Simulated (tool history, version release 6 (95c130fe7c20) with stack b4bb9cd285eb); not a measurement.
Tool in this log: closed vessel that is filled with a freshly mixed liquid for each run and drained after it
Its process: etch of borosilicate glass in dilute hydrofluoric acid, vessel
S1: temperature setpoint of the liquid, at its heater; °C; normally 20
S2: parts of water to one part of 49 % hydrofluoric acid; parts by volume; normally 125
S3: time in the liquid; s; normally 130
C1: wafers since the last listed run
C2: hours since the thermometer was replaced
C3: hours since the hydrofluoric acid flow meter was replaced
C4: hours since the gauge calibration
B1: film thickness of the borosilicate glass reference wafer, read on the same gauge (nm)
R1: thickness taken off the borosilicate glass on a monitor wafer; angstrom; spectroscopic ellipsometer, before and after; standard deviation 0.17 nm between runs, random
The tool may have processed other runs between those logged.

run,day,S1,S2,S3,C1,C2,C3,C4,B1,R1
1,0,17,125,130,0,1232.8,2073.5,2843.6,110,247.3
2,2.283,17,125,130,5486,1287.6,2128.3,2898.4,110.03,246.8
3,4.792,20,125,130,6027,1347.8,2188.5,2958.6,110.01,281.2
4,7.708,20,125,130,7008,1417.8,2258.5,3028.6,110.02,279.3
# day 8.012: hydrofluoric acid flow meter replaced
5,10.433,20,125,130,6447,1483.2,58.1,3094,109.98,291.9
6,14.729,20,125,130,10322,1586.3,161.2,3197.1,110.01,289.8
7,17.192,20,150,130,5917,1645.4,220.3,3256.2,110.01,235.6
8,21.15,20,150,130,9511,1740.4,315.3,3351.2,109.97,240.4
# day 27.317: gauge calibrated
9,27.321,23.5,125,160,14828,1888.5,463.4,0.1,109.99,417.4
# day 30.125: thermometer replaced
10,31.096,17.5,125,160,8971,23.3,554,90.7,110.03,324.1
11,35.567,18,125,130,10743,130.6,661.3,198,109.98,272.7
# day 36.683: hydrofluoric acid flow meter replaced, repeated, since the last time left the tool worse
12,38.462,22,100,190,6858,200.1,42.7,267.5,110.01,542.8
13,40.25,21.5,85,130,4295,243,85.6,310.4,110,436.3
14,43.062,20,90,195,6758,310.5,153.1,377.9,110,579.5
15,46.942,18.5,70,130,9321,403.6,246.2,471,110,479.8
16,49.283,20,125,110,5626,459.8,302.4,527.2,109.99,226.3
17,51.138,17.5,65,130,4455,504.3,346.9,571.7,110.02,496.7
18,54.875,21.5,125,185,8981,594,436.6,661.4,109.98,402.1
19,59.25,20,125,50,10513,699,541.6,766.4,110.02,103.4
20,62.317,17,100,175,7369,772.6,615.2,840,109.99,409.9
21,66.333,20,125,130,9651,869,711.6,936.4,110.01,270.2
22,69.396,20,125,130,7359,942.5,785.1,1009.9,109.98,268.2
23,71.675,20,125,130,5476,997.2,839.8,1064.6,109.99,270.1
24,73.562,20,175,130,4535,1042.5,885.1,1109.9,110.01,185
25,76.196,23,145,80,6327,1105.7,948.3,1173.1,110.02,159.3
26,79.804,20,160,130,8670,1192.3,1034.9,1259.7,110.03,206.6
27,82.408,20,80,60,6257,1254.8,1097.4,1322.2,109.98,204.2
28,84.996,17,125,55,6217,1316.9,1159.5,1384.3,109.99,102.3
29,88.167,20,125,185,7619,1393,1235.6,1460.4,109.96,389
30,89.796,24.5,110,165,3914,1432.1,1274.7,1499.5,109.97,474.1
31,93.533,17.5,70,175,8981,1521.8,1364.4,1589.2,110.02,628.4
32,96.417,20,125,130,6928,1591,1433.6,1658.4,109.99,273.7

Consider 4 possible next runs. They are alternatives, not a sequence: every one starts from the tool as it was left by run 32. What does each give?
A,96.446,20,125,130,70,1591.7,1434.3,1659.1,?,?
B,96.446,17.5,180,90,70,1591.7,1434.3,1659.1,?,?
C,96.446,20,70,130,70,1591.7,1434.3,1659.1,?,?
D,96.446,20,85,50,70,1591.7,1434.3,1659.1,?,?

run,B1,R1
A,109.99,273
B,109.99,112.4
C,109.99,517.8
D,109.99,161.2
Without the tool's hidden state the same runs would have given:
run,R1
A,265.2
B,109.1
C,503.7
D,156.8
